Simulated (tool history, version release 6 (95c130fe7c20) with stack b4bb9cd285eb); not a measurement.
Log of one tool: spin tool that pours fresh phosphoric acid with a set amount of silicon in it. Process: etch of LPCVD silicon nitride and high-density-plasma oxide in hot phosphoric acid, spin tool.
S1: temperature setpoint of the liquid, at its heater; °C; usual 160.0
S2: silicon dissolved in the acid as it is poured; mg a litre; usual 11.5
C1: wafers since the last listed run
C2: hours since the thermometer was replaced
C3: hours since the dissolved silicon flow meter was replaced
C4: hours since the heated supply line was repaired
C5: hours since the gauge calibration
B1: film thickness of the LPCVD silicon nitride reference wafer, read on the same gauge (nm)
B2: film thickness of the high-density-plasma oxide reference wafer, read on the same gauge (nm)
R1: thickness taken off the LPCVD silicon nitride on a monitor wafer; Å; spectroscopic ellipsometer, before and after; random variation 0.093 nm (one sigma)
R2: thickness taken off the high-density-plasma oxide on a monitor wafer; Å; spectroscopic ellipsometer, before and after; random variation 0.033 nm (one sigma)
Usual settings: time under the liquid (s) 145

run 1 day=0.000 | S1=160.0 S2=6.5 time_under_the_liquid_(s)=110 | C1=0 C2=2354.6 C3=2210.5 C4=43.8 C5=1616.6 | B1=29.99 B2=39.951 | R1=78.8 R2=2.92
-- day=0.075 thermometer replaced
run 2 day=2.404 | S1=160.0 S2=11.5 time_under_the_liquid_(s)=145 | C1=671 C2=55.9 C3=2268.2 C4=101.5 C5=1674.3 | B1=29.99 B2=39.957 | R1=114.8 R2=3.82
run 3 day=4.500 | S1=162.0 S2=4.5 time_under_the_liquid_(s)=170 | C1=595 C2=106.2 C3=2318.5 C4=151.8 C5=1724.6 | B1=30.00 B2=40.004 | R1=142.0 R2=7.12
-- day=5.558 dissolved silicon flow meter replaced
run 4 day=7.350 | S1=160.0 S2=11.5 time_under_the_liquid_(s)=145 | C1=798 C2=174.6 C3=43.0 C4=220.2 C5=1793.0 | B1=30.01 B2=40.009 | R1=114.5 R2=4.16
-- day=8.638 gauge calibrated
run 5 day=9.467 | S1=157.5 S2=8.0 time_under_the_liquid_(s)=145 | C1=601 C2=225.4 C3=93.8 C4=271.0 C5=19.9 | B1=29.99 B2=39.962 | R1=106.0 R2=3.89
run 6 day=11.454 | S1=160.0 S2=11.5 time_under_the_liquid_(s)=105 | C1=565 C2=273.1 C3=141.5 C4=318.7 C5=67.6 | B1=30.01 B2=39.965 | R1=82.7 R2=3.24
run 7 day=13.133 | S1=160.0 S2=19.5 time_under_the_liquid_(s)=115 | C1=477 C2=313.4 C3=181.8 C4=359.0 C5=107.9 | B1=30.01 B2=39.971 | R1=90.3 R2=2.61
run 8 day=15.129 | S1=160.0 S2=11.5 time_under_the_liquid_(s)=145 | C1=567 C2=361.3 C3=229.7 C4=406.9 C5=155.8 | B1=30.00 B2=40.009 | R1=115.1 R2=3.93
run 9 day=16.721 | S1=160.0 S2=11.5 time_under_the_liquid_(s)=145 | C1=452 C2=399.5 C3=267.9 C4=445.1 C5=194.0 | B1=29.96 B2=40.033 | R1=111.9 R2=4.31
run 10 day=19.342 | S1=160.0 S2=14.5 time_under_the_liquid_(s)=145 | C1=745 C2=462.4 C3=330.8 C4=508.0 C5=256.9 | B1=30.00 B2=39.971 | R1=112.5 R2=3.59
run 11 day=21.121 | S1=161.0 S2=18.0 time_under_the_liquid_(s)=205 | C1=505 C2=505.1 C3=373.5 C4=550.7 C5=299.6 | B1=29.96 B2=39.937 | R1=165.2 R2=5.10
run 12 day=23.262 | S1=160.0 S2=11.5 time_under_the_liquid_(s)=145 | C1=608 C2=556.5 C3=424.9 C4=602.1 C5=351.0 | B1=30.00 B2=40.002 | R1=111.5 R2=4.00
run 13 day=24.971 | S1=159.0 S2=6.5 time_under_the_liquid_(s)=165 | C1=485 C2=597.5 C3=465.9 C4=643.1 C5=392.0 | B1=30.00 B2=40.039 | R1=123.3 R2=4.75
run 14 day=26.729 | S1=161.0 S2=3.5 time_under_the_liquid_(s)=185 | C1=499 C2=639.7 C3=508.1 C4=685.3 C5=434.2 | B1=30.02 B2=39.997 | R1=147.9 R2=6.92
run 15 day=27.825 | S1=160.0 S2=11.5 time_under_the_liquid_(s)=145 | C1=311 C2=666.0 C3=534.4 C4=711.6 C5=460.5 | B1=29.95 B2=39.964 | R1=111.9 R2=4.37
run 16 day=33.888 | S1=160.0 S2=11.5 time_under_the_liquid_(s)=145 | C1=1723 C2=811.5 C3=679.9 C4=857.1 C5=606.0 | B1=30.05 B2=39.962 | R1=110.9 R2=4.09
run 17 day=36.238 | S1=157.0 S2=9.0 time_under_the_liquid_(s)=95 | C1=668 C2=867.9 C3=736.3 C4=913.5 C5=662.4 | B1=30.01 B2=39.991 | R1=66.4 R2=2.16
run 18 day=37.925 | S1=162.0 S2=11.5 time_under_the_liquid_(s)=175 | C1=479 C2=908.4 C3=776.8 C4=954.0 C5=702.9 | B1=29.96 B2=39.993 | R1=140.9 R2=4.99
run 19 day=40.504 | S1=160.0 S2=11.5 time_under_the_liquid_(s)=90 | C1=733 C2=970.3 C3=838.7 C4=1015.9 C5=764.8 | B1=29.98 B2=40.008 | R1=68.3 R2=2.40
run 20 day=43.275 | S1=160.0 S2=18.0 time_under_the_liquid_(s)=190 | C1=787 C2=1036.8 C3=905.2 C4=1082.4 C5=831.3 | B1=29.99 B2=39.946 | R1=143.7 R2=3.38
run 21 day=46.275 | S1=159.0 S2=3.0 time_under_the_liquid_(s)=180 | C1=852 C2=1108.8 C3=977.2 C4=1154.4 C5=903.3 | B1=29.96 B2=40.010 | R1=130.3 R2=4.73

4 ways to go on from here, each from the tool as it stands after run 21. What would each give?
run A day=46.296 | S1=160.0 S2=11.5 time_under_the_liquid_(s)=145 | C1=5 C2=1109.3 C3=977.7 C4=1154.9 C5=903.8 | B1=? B2=? | R1=? R2=?
run B day=46.296 | S1=158.0 S2=19.5 time_under_the_liquid_(s)=145 | C1=5 C2=1109.3 C3=977.7 C4=1154.9 C5=903.8 | B1=? B2=? | R1=? R2=?
run C day=46.296 | S1=162.5 S2=15.5 time_under_the_liquid_(s)=200 | C1=5 C2=1109.3 C3=977.7 C4=1154.9 C5=903.8 | B1=? B2=? | R1=? R2=?
run D day=46.296 | S1=160.0 S2=17.5 time_under_the_liquid_(s)=75 | C1=5 C2=1109.3 C3=977.7 C4=1154.9 C5=903.8 | B1=? B2=? | R1=? R2=?

run=A B1=29.97 B2=39.958 R1=109.9 R2=3.84
run=B B1=29.97 B2=39.958 R1=102.7 R2=2.70
run=C B1=29.97 B2=39.958 R1=164.9 R2=5.80
run=D B1=29.97 B2=39.958 R1=56.9 R2=1.71
Without the tool's hidden state the same runs would have given:
run=A R1=116.5 R2=4.37
run=B R1=108.9 R2=3.08
run=C R1=174.7 R2=6.58
run=D R1=60.3 R2=1.95

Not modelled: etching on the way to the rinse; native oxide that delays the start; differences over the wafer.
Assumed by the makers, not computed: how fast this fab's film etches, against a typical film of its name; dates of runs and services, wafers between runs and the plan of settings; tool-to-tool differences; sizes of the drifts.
